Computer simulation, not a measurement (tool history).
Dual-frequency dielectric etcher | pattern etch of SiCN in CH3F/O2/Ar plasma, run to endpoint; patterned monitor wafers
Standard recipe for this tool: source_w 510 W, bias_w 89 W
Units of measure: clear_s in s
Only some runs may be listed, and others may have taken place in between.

| run | hour | source_w | bias_w | wafers since the last listed run | hours since the last wet clean | hours since the last source power generator calibration | hours since the last bias power generator calibration | hours since the last upper electrode change | incoming incoming film thickness, nm | clear_s |
|---|---|---|---|---|---|---|---|---|---|---|
| 1 | 0.0 | 510 | 89 | 0 | 609.3 | 3379.2 | 1575.4 | 5306.9 | 7.16 | 16.9 |
|  | 28.4 | wet clean of the chamber |
| 2 | 36.0 | 510 | 89 | 189 | 7.6 | 3415.2 | 1611.4 | 5342.9 | 7.19 | 17.0 |
| 3 | 94.8 | 510 | 89 | 926 | 66.4 | 3474.0 | 1670.2 | 5401.7 | 7.14 | 16.9 |
| 4 | 131.7 | 510 | 89 | 581 | 103.3 | 3510.9 | 1707.1 | 5438.6 | 7.18 | 16.9 |
| 5 | 235.3 | 510 | 89 | 1631 | 206.9 | 3614.5 | 1810.7 | 5542.2 | 7.22 | 17.0 |
| 6 | 329.7 | 420 | 89 | 1486 | 301.3 | 3708.9 | 1905.1 | 5636.6 | 7.13 | 18.1 |
| 7 | 429.0 | 420 | 89 | 1564 | 400.6 | 3808.2 | 2004.4 | 5735.9 | 7.19 | 18.2 |
|  | 557.3 | upper electrode replaced |
| 8 | 557.8 | 510 | 74 | 1650 | 529.4 | 3937.0 | 2133.2 | 0.5 | 7.24 | 17.8 |
|  | 618.5 | source power generator calibrated |
|  | 670.7 | wet clean of the chamber |
| 9 | 696.5 | 510 | 89 | 1743 | 25.8 | 78.0 | 2271.9 | 139.2 | 7.21 | 17.3 |
|  | 710.7 | bias power generator calibrated |
| 10 | 769.4 | 510 | 89 | 1085 | 98.7 | 150.9 | 58.7 | 212.1 | 7.24 | 17.3 |
| 11 | 848.8 | 510 | 95 | 1250 | 178.1 | 230.3 | 138.1 | 291.5 | 7.24 | 17.0 |
| 12 | 899.1 | 510 | 95 | 792 | 228.4 | 280.6 | 188.4 | 341.8 | 7.23 | 17.0 |
| 13 | 994.2 | 590 | 109 | 1497 | 323.5 | 375.7 | 283.5 | 436.9 | 7.18 | 15.4 |
| 14 | 1067.7 | 510 | 74 | 1157 | 397.0 | 449.2 | 357.0 | 510.4 | 7.17 | 17.9 |
| 15 | 1149.3 | 510 | 89 | 1285 | 478.6 | 530.8 | 438.6 | 592.0 | 7.22 | 17.2 |
|  | 1258.6 | wet clean of the chamber |
| 16 | 1259.1 | 460 | 107 | 1351 | 0.5 | 640.6 | 548.4 | 701.8 | 7.25 | 17.1 |
| 17 | 1343.3 | 440 | 71 | 1326 | 84.7 | 724.8 | 632.6 | 786.0 | 7.21 | 19.0 |
| 18 | 1424.6 | 510 | 89 | 1280 | 166.0 | 806.1 | 713.9 | 867.3 | 7.17 | 17.0 |
| 19 | 1482.7 | 510 | 89 | 915 | 224.1 | 864.2 | 772.0 | 925.4 | 7.13 | 16.9 |
| 20 | 1578.3 | 630 | 104 | 1505 | 319.7 | 959.8 | 867.6 | 1021.0 | 7.11 | 15.0 |
| 21 | 1659.1 | 640 | 96 | 1272 | 400.5 | 1040.6 | 948.4 | 1101.8 | 7.16 | 15.3 |
| 22 | 1718.0 | 420 | 108 | 927 | 459.4 | 1099.5 | 1007.3 | 1160.7 | 7.25 | 17.6 |
| 23 | 1775.7 | 510 | 89 | 908 | 517.1 | 1157.2 | 1065.0 | 1218.4 | 7.22 | 17.1 |
| 24 | 1811.7 | 430 | 83 | 567 | 553.1 | 1193.2 | 1101.0 | 1254.4 | 7.20 | 18.5 |
| 25 | 1895.7 | 630 | 89 | 1323 | 637.1 | 1277.2 | 1185.0 | 1338.4 | 7.14 | 15.6 |

The next listed run, before its measurement:
|  | 1949.9 | wet clean of the chamber |
| 26 | 1950.4 | 380 | 109 | 483 | 0.5 | 1331.9 | 1239.7 | 1393.1 | 7.17 | ? |

{"run 26": {"clear_s": 17.9}}
Were there no unlogged condition in the tool, this run, its random variation unchanged, would have produced clear_s 18.2 s.
